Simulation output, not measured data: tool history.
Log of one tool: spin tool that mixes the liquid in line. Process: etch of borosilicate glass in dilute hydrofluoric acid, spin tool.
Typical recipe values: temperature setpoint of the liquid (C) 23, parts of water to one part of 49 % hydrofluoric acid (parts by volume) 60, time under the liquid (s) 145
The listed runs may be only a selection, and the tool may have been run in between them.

run	day	temperature setpoint of the liquid (C)	parts of water to one part of 49 % hydrofluoric acid (parts by volume)	time under the liquid (s)	read-back film thickness of the borosilicate glass reference wafer, read on the same gauge (nm)	thickness taken off the borosilicate glass on a monitor wafer (nm)
1	0	23	60	145	100.01	50.19
# day 1.338: thermometer replaced
2	3.262	23	60	145	100.02	49.41
3	5.375	23	60	145	99.98	49.44
# day 7.354: gauge calibrated
4	7.971	23	60	145	99.98	49.55
5	11.729	23	60	145	100	49.82
6	13.638	24.5	60	145	100	53.38
7	15.196	24.5	60	145	100.03	53.24
8	19.258	21	60	145	100	45.75
9	22.333	25.5	60	145	100	54.55
# day 22.696: hydrofluoric acid flow meter replaced
10	26.488	25.5	60	145	100.02	50.66
11	28.258	23	60	145	100.02	45.42
12	31.633	25.5	80	145	100.01	36.31
13	33.767	24.5	35	145	99.97	86.43
# day 35.054: thermometer replaced
14	35.971	23	60	120	99.97	37.01
# day 36.296: hydrofluoric acid flow meter replaced, repeated, since the last time left the tool worse
15	38.675	19.5	60	145	100	46.73
16	40.392	23	40	215	100	122.64
17	42.779	23	60	145	99.99	53.38
# day 43.004: gauge calibrated
18	44.762	23	60	145	100	53.34
19	47.388	23	40	215	99.99	120.69
20	50.946	21.5	45	80	100	37.49
21	52.546	23	35	145	99.97	94.75
22	56.875	23	60	145	99.99	53.2

Hidden state or all else? Some run-to-run changes of thickness taken off the borosilicate glass on a monitor wafer (nm), split into what the settings, what came in and random variation would give without the hidden state, and what is left for the hidden state (with any gauge scatter that isn't in both results):
What the log doesn't record here: liquid colder than its thermometer reads (K); hydrofluoric acid flow below the setpoint (%); gauge reads high (%).
Run 12 -> 13: temperature setpoint of the liquid (C) 25.5 -> 24.5, parts of water to one part of 49 % hydrofluoric acid (parts by volume) 80 -> 35. thickness taken off the borosilicate glass on a monitor wafer (nm) +50.12: hidden state -9.3, all else +59.42.
Run 13 -> 14: temperature setpoint of the liquid (C) 24.5 -> 23, parts of water to one part of 49 % hydrofluoric acid (parts by volume) 35 -> 60, time under the liquid (s) 145 -> 120, thermometer replaced. thickness taken off the borosilicate glass on a monitor wafer (nm) -49.42: hidden state +9.23, all else -58.65.
Run 15 -> 16: temperature setpoint of the liquid (C) 19.5 -> 23, parts of water to one part of 49 % hydrofluoric acid (parts by volume) 60 -> 40, time under the liquid (s) 145 -> 215. thickness taken off the borosilicate glass on a monitor wafer (nm) +75.91: hidden state -0.96, all else +76.87.
Run 19 -> 20: temperature setpoint of the liquid (C) 23 -> 21.5, parts of water to one part of 49 % hydrofluoric acid (parts by volume) 40 -> 45, time under the liquid (s) 215 -> 80. thickness taken off the borosilicate glass on a monitor wafer (nm) -83.2: hidden state +1.32, all else -84.52.
